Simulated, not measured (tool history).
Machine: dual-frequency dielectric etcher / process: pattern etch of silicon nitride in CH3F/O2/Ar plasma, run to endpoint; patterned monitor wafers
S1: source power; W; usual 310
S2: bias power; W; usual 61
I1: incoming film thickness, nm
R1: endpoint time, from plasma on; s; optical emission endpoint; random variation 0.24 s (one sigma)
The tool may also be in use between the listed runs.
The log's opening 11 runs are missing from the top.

Run 12, day 33.171: usual settings but S1 290 W; I1 38.28. Result: R1 68.0 s.
At day 36.675: wet clean of the chamber.
Run 13, day 36.696: usual settings but S1 290 W; I1 38.19. Result: R1 66.1 s.
Run 14, day 38.342: usual settings but S1 340 W, S2 65 W; I1 38.52. Result: R1 61.5 s.
Run 15, day 42.508: usual settings but S1 330 W, S2 50 W; I1 38.45. Result: R1 69.8 s.
Run 16, day 44.083: usual settings but S1 360 W, S2 57 W; I1 38.49. Result: R1 63.8 s.
Run 17, day 46.417: usual settings but S1 360 W, S2 75 W; I1 38.54. Result: R1 57.1 s.
Run 18, day 49.071: usual settings but S1 360 W, S2 47 W; I1 38.59. Result: R1 70.1 s.
Run 19, day 52.992: usual settings but S1 260 W, S2 67 W; I1 38.18. Result: R1 67.2 s.
Run 20, day 57.292: usual settings but S2 55 W; I1 38.34. Result: R1 69.3 s.
Run 21, day 61.275: usual settings but S1 370 W, S2 50 W; I1 38.36. Result: R1 67.9 s.
At day 62.275: wet clean of the chamber.
Run 22, day 65.467: usual settings; I1 38.49. Result: R1 65.9 s.
At day 68.683: bias power generator calibrated.
Run 23, day 69.771: usual settings but S1 350 W, S2 55 W; I1 38.33. Result: R1 65.3 s.
Run 24, day 72.554: usual settings; I1 38.40. Result: R1 65.9 s.
Run 25, day 74.529: usual settings; I1 38.26. Result: R1 65.8 s.
At day 76.225: upper electrode replaced.
Run 26, day 78.025: usual settings but S1 340 W, S2 76 W; I1 38.21. Result: R1 58.3 s.
Run 27, day 80.525: usual settings; I1 38.47. Result: R1 67.0 s.
Run 28, day 83.708: usual settings but S2 57 W; I1 38.32. Result: R1 68.4 s.
Run 29, day 86.404: usual settings but S1 240 W, S2 75 W; I1 38.03. Result: R1 66.0 s.
At day 87.842: wet clean of the chamber.
Run 30, day 89.958: usual settings but S2 56 W; I1 37.94. Result: R1 67.6 s.
Run 31, day 92.142: usual settings but S1 370 W, S2 55 W; I1 38.24. Result: R1 64.8 s.
Run 32, day 96.400: usual settings; I1 38.78. Result: R1 67.0 s.
Run 33, day 98.204: usual settings but S1 260 W, S2 70 W; I1 38.75. Result: R1 67.5 s.
Run 34, day 102.212: usual settings but S1 280 W, S2 49 W; I1 38.52. Result: R1 76.1 s.
Run 35, day 104.350: usual settings but S1 370 W, S2 56 W; I1 38.21. Result: R1 65.2 s.

Branching from run 35: 4 alternative next runs. What would each branch give?
Run A, day 104.367: usual settings; I1 38.57. Result: R1 ?.
Run B, day 104.367: usual settings but S1 350 W, S2 73 W; I1 38.57. Result: R1 ?.
Run C, day 104.367: usual settings but S1 340 W; I1 38.57. Result: R1 ?.
Run D, day 104.367: usual settings but S2 68 W; I1 38.57. Result: R1 ?.

run    R1
  A  67.1
  B  59.4
  C  64.9
  D  64.0
Stripped of hidden state, with their random variation kept, the same runs would have yielded:
run    R1
  A  65.0
  B  57.6
  C  62.9
  D  62.0

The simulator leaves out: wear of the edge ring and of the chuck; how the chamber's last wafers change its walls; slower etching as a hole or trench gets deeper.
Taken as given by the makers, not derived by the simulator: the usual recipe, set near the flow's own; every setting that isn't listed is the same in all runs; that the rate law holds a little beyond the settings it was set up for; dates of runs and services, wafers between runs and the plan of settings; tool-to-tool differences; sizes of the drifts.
